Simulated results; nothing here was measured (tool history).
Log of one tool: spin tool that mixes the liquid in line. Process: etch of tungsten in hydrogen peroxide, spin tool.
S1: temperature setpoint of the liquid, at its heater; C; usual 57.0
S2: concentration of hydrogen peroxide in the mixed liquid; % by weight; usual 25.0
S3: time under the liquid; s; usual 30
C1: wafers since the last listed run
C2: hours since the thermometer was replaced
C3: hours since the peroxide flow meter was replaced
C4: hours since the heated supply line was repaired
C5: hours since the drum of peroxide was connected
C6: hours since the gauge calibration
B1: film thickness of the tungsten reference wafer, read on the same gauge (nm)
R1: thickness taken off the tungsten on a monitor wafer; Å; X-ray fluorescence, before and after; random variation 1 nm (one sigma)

run    hour    S1    S2  S3    C1     C2      C3      C4     C5      C6     B1      R1
  1     0.0  57.0  25.0  35     0  572.2  1725.6  2692.5  539.2  1053.4  70.02  1115.5
  2    70.2  57.0  25.0  35  1365  642.4  1795.8  2762.7  609.4  1123.6  69.99  1121.2
  3   158.8  52.5  25.0  40  1724  731.0  1884.4  2851.3  698.0  1212.2  69.99   965.8
      175.1  -- thermometer replaced
  4   193.3  57.0  25.0  15   651   18.2  1918.9  2885.8  732.5  1246.7  70.03   496.0
  5   232.2  57.0  25.0  25   756   57.1  1957.8  2924.7  771.4  1285.6  69.98   843.5
      262.6  -- new drum of peroxide connected
  6   288.7  57.0  25.0  25  1079  113.6  2014.3  2981.2   26.1  1342.1  70.01   833.0
  7   360.6  57.0  25.0  25  1399  185.5  2086.2  3053.1   98.0  1414.0  69.97   822.0
  8   414.7  57.0  25.0  30  1052  239.6  2140.3  3107.2  152.1  1468.1  69.99   988.4
  9   454.4  57.0  25.0  30   772  279.3  2180.0  3146.9  191.8  1507.8  69.99   962.0
 10   526.3  63.0  30.0  30  1399  351.2  2251.9  3218.8  263.7  1579.7  69.99  1505.5
      556.7  -- peroxide flow meter replaced
      601.3  -- gauge calibrated
 11   611.3  52.5  25.0  20  1634  436.2    54.6  3303.8  348.7    10.0  69.97   490.0
 12   654.3  54.0  22.0  30   836  479.2    97.6  3346.8  391.7    53.0  69.98   742.0
 13   679.6  49.0  20.5  20   492  504.5   122.9  3372.1  417.0    78.3  69.98   357.1
 14   717.4  57.0  20.5  45   735  542.3   160.7  3409.9  454.8   116.1  70.01  1299.2
 15   752.2  57.0  25.0  35   677  577.1   195.5  3444.7  489.6   150.9  69.98  1105.3
 16   888.9  49.5  25.0  30  2659  713.8   332.2  3581.4  626.3   287.6  70.03   582.2
      925.3  -- heated supply line repaired
 17   944.3  50.5  21.0  30  1058  769.2   387.6    19.0  681.7   343.0  70.00   570.1
 18   995.4  57.0  25.0  30   994  820.3   438.7    70.1  732.8   394.1  70.02   935.8
 19  1025.4  49.5  25.0  30   583  850.3   468.7   100.1  762.8   424.1  70.02   585.3
     1035.6  -- thermometer replaced
 20  1066.1  57.0  25.0  30   772   30.5   509.4   140.8  803.5   464.8  69.99  1011.1
 21  1127.1  48.5  25.0  30  1186   91.5   570.4   201.8  864.5   525.8  70.00   610.3
     1147.9  -- new drum of peroxide connected
 22  1161.3  57.0  18.5  30   646  125.7   604.6   236.0   13.4   560.0  70.00   854.7
 23  1232.4  64.5  19.5  45  1383  196.8   675.7   307.1   84.5   631.1  69.99  1999.3
 24  1272.2  47.5  30.0  35   774  236.6   715.5   346.9  124.3   670.9  70.00   710.6
 25  1319.5  63.5  30.0  50   920  283.9   762.8   394.2  171.6   718.2  69.99  2631.6
 26  1531.5  50.0  20.5  30  4125  495.9   974.8   606.2  383.6   930.2  70.02   573.6

4 ways to go on from here, each from the tool as it stands after run 26. What would each give?
  A  1531.9  52.0  25.0  30   7  496.3  975.2  606.6  384.0  930.6   ?   ?
  B  1531.9  57.0  23.0  30   7  496.3  975.2  606.6  384.0  930.6   ?   ?
  C  1531.9  57.0  18.0  20   7  496.3  975.2  606.6  384.0  930.6   ?   ?
  D  1531.9  61.0  25.0  45   7  496.3  975.2  606.6  384.0  930.6   ?   ?

run     B1      R1
  A  70.00   700.3
  B  70.00   905.7
  C  70.00   534.2
  D  70.00  1787.5
Without the tool's hidden state the same runs would have given:
run      R1
  A   739.5
  B   954.9
  C   563.1
  D  1882.1

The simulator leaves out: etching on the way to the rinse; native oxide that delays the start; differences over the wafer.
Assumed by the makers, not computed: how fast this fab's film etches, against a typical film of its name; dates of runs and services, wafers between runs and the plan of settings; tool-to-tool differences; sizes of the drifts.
